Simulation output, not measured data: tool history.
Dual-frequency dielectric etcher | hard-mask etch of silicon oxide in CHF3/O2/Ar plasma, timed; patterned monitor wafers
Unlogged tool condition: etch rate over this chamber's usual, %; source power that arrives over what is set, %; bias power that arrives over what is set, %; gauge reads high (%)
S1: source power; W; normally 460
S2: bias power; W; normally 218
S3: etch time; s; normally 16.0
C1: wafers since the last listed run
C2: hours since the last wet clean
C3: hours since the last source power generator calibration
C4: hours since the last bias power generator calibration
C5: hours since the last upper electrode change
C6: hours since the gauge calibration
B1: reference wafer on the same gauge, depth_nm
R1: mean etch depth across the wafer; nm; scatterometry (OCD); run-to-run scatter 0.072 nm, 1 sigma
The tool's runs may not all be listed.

run	hour	S1	S2	S3	C1	C2	C3	C4	C5	C6	B1	R1
1	0.0	500	218	16.0	0	311.3	1459.1	1920.6	3925.4	1080.2	29.53	31.21
2	72.7	500	218	16.0	1345	384.0	1531.8	1993.3	3998.1	1152.9	29.53	31.17
# hour 102.6: source power generator calibrated
# hour 144.0: wet clean of the chamber
3	144.5	460	218	18.5	810	0.5	41.9	2065.1	4069.9	1224.7	29.51	34.45
4	192.2	460	218	18.5	882	48.2	89.6	2112.8	4117.6	1272.4	29.48	34.47
5	269.6	460	218	16.0	1431	125.6	167.0	2190.2	4195.0	1349.8	29.49	29.83
6	350.8	460	218	16.0	1502	206.8	248.2	2271.4	4276.2	1431.0	29.49	29.76
7	390.5	460	218	16.0	734	246.5	287.9	2311.1	4315.9	1470.7	29.49	29.78
8	458.2	500	218	12.5	1252	314.2	355.6	2378.8	4383.6	1538.4	29.50	24.46
9	566.0	500	218	12.5	1994	422.0	463.4	2486.6	4491.4	1646.2	29.51	24.45
# hour 625.7: wet clean of the chamber
10	664.5	500	218	12.5	1378	38.8	561.9	2585.1	4589.9	1744.7	29.48	24.41
11	706.5	460	218	16.0	777	80.8	603.9	2627.1	4631.9	1786.7	29.47	29.97
12	753.5	460	218	16.0	869	127.8	650.9	2674.1	4678.9	1833.7	29.49	30.02
13	829.3	460	218	16.0	1402	203.6	726.7	2749.9	4754.7	1909.5	29.51	29.80
# hour 866.2: gauge calibrated
14	885.4	460	218	16.0	1037	259.7	782.8	2806.0	4810.8	19.2	29.47	29.91
15	931.4	540	260	21.0	851	305.7	828.8	2852.0	4856.8	65.2	29.50	46.35
16	978.1	460	218	16.0	864	352.4	875.5	2898.7	4903.5	111.9	29.53	29.82
17	1046.9	460	218	16.0	1272	421.2	944.3	2967.5	4972.3	180.7	29.50	29.84
# hour 1106.5: wet clean of the chamber
18	1131.4	560	166	20.0	1119	24.9	1028.8	3052.0	5056.8	265.2	29.49	37.12
19	1236.3	460	218	16.0	1940	129.8	1133.7	3156.9	5161.7	370.1	29.48	29.84
# hour 1324.8: upper electrode replaced
20	1325.3	460	179	12.5	1202	218.8	1222.7	3245.9	0.5	459.1	29.47	21.43
21	1385.4	460	218	16.0	1111	278.9	1282.8	3306.0	60.6	519.2	29.50	29.95
22	1448.0	360	218	12.5	1158	341.5	1345.4	3368.6	123.2	581.8	29.49	19.91
# hour 1455.1: bias power generator calibrated
# hour 1493.4: source power generator calibrated
# hour 1548.8: wet clean of the chamber
23	1549.3	350	260	18.5	1282	0.5	55.9	94.2	224.5	683.1	29.53	30.54
24	1623.5	550	170	16.0	1372	74.7	130.1	168.4	298.7	757.3	29.51	29.26
25	1689.0	570	218	16.0	1211	140.2	195.6	233.9	364.2	822.8	29.50	33.11
26	1770.9	460	183	17.5	1515	222.1	277.5	315.8	446.1	904.7	29.47	29.70
27	1838.8	370	197	14.0	1256	290.0	345.4	383.7	514.0	972.6	29.49	21.37
28	1910.3	460	218	16.0	1322	361.5	416.9	455.2	585.5	1044.1	29.48	29.36
29	2004.6	410	218	12.5	1744	455.8	511.2	549.5	679.8	1138.4	29.49	21.37

Each row is a separate what-if for the run after 29, all from the same tool condition, not one after another. Results?
A	2005.0	460	218	11.5	7	456.2	511.6	549.9	680.2	1138.8	?	?
B	2005.0	390	167	14.5	7	456.2	511.6	549.9	680.2	1138.8	?	?
C	2005.0	460	203	19.0	7	456.2	511.6	549.9	680.2	1138.8	?	?
D	2005.0	520	248	11.5	7	456.2	511.6	549.9	680.2	1138.8	?	?

run	B1	R1
A	29.47	21.09
B	29.47	21.32
C	29.47	33.80
D	29.47	23.93
What these runs would have given with no unlogged condition in the tool:
run	R1
A	20.96
B	21.19
C	33.59
D	23.78
